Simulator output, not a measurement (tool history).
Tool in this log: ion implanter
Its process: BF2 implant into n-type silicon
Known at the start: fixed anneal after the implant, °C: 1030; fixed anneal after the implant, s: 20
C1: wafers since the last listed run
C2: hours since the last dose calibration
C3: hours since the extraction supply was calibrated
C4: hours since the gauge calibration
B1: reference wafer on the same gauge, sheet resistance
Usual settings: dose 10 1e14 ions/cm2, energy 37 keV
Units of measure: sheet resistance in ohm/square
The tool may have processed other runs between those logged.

{"run": 1, "hour": 0.0, "dose": 10, "energy": 37, "C1": 0, "C2": 1064.3, "C3": 2819.1, "C4": 253.8, "B1": 143.98, "sheet resistance": 149.83}
{"run": 2, "hour": 27.1, "dose": 10, "energy": 37, "C1": 257, "C2": 1091.4, "C3": 2846.2, "C4": 280.9, "B1": 144.02, "sheet resistance": 149.07}
{"run": 3, "hour": 190.8, "dose": 10, "energy": 45, "C1": 1552, "C2": 1255.1, "C3": 3009.9, "C4": 444.6, "B1": 143.91, "sheet resistance": 143.33}
{"hour": 198.2, "done": "gauge calibrated"}
{"run": 4, "hour": 257.2, "dose": 10, "energy": 45, "C1": 629, "C2": 1321.5, "C3": 3076.3, "C4": 59, "B1": 143.99, "sheet resistance": 144}
{"run": 5, "hour": 284.2, "dose": 10, "energy": 45, "C1": 256, "C2": 1348.5, "C3": 3103.3, "C4": 86, "B1": 144.03, "sheet resistance": 143.82}
{"run": 6, "hour": 311.1, "dose": 10, "energy": 43.5, "C1": 255, "C2": 1375.4, "C3": 3130.2, "C4": 112.9, "B1": 143.97, "sheet resistance": 145.03}
{"run": 7, "hour": 335.5, "dose": 10, "energy": 43.5, "C1": 231, "C2": 1399.8, "C3": 3154.6, "C4": 137.3, "B1": 144, "sheet resistance": 144.88}
{"hour": 393.6, "done": "Faraday cup replaced and dose calibrated"}
{"run": 8, "hour": 394.1, "dose": 10, "energy": 37, "C1": 479, "C2": 0.5, "C3": 3213.2, "C4": 195.9, "B1": 144, "sheet resistance": 148.01}
{"run": 9, "hour": 429.6, "dose": 10, "energy": 37, "C1": 336, "C2": 36, "C3": 3248.7, "C4": 231.4, "B1": 143.99, "sheet resistance": 147.75}
{"run": 10, "hour": 499.4, "dose": 7.15, "energy": 24.5, "C1": 661, "C2": 105.8, "C3": 3318.5, "C4": 301.2, "B1": 144.08, "sheet resistance": 204.29}
{"hour": 531.7, "done": "extraction supply calibrated"}
{"run": 11, "hour": 553.7, "dose": 10, "energy": 37, "C1": 439, "C2": 160.1, "C3": 22, "C4": 355.5, "B1": 144.03, "sheet resistance": 147.92}
{"run": 12, "hour": 622.2, "dose": 7.18, "energy": 24.5, "C1": 649, "C2": 228.6, "C3": 90.5, "C4": 424, "B1": 143.96, "sheet resistance": 203.28}
{"hour": 623.4, "done": "gauge calibrated"}
{"run": 13, "hour": 671.2, "dose": 12.31, "energy": 29, "C1": 464, "C2": 277.6, "C3": 139.5, "C4": 47.8, "B1": 143.99, "sheet resistance": 142.58}
{"run": 14, "hour": 702.9, "dose": 11.57, "energy": 28, "C1": 300, "C2": 309.3, "C3": 171.2, "C4": 79.5, "B1": 143.99, "sheet resistance": 148.59}

What will run 15 give?
{"run": 15, "hour": 763.1, "dose": 12.03, "energy": 25, "C1": 570, "C2": 369.5, "C3": 231.4, "C4": 139.7, "B1": "?", "sheet resistance": "?"}

{"run 15": {"B1": 143.98, "sheet resistance": 151.51}}
On a tool with no hidden condition, and with the same random variation, this run would have come out at sheet resistance 151.43 ohm/square.

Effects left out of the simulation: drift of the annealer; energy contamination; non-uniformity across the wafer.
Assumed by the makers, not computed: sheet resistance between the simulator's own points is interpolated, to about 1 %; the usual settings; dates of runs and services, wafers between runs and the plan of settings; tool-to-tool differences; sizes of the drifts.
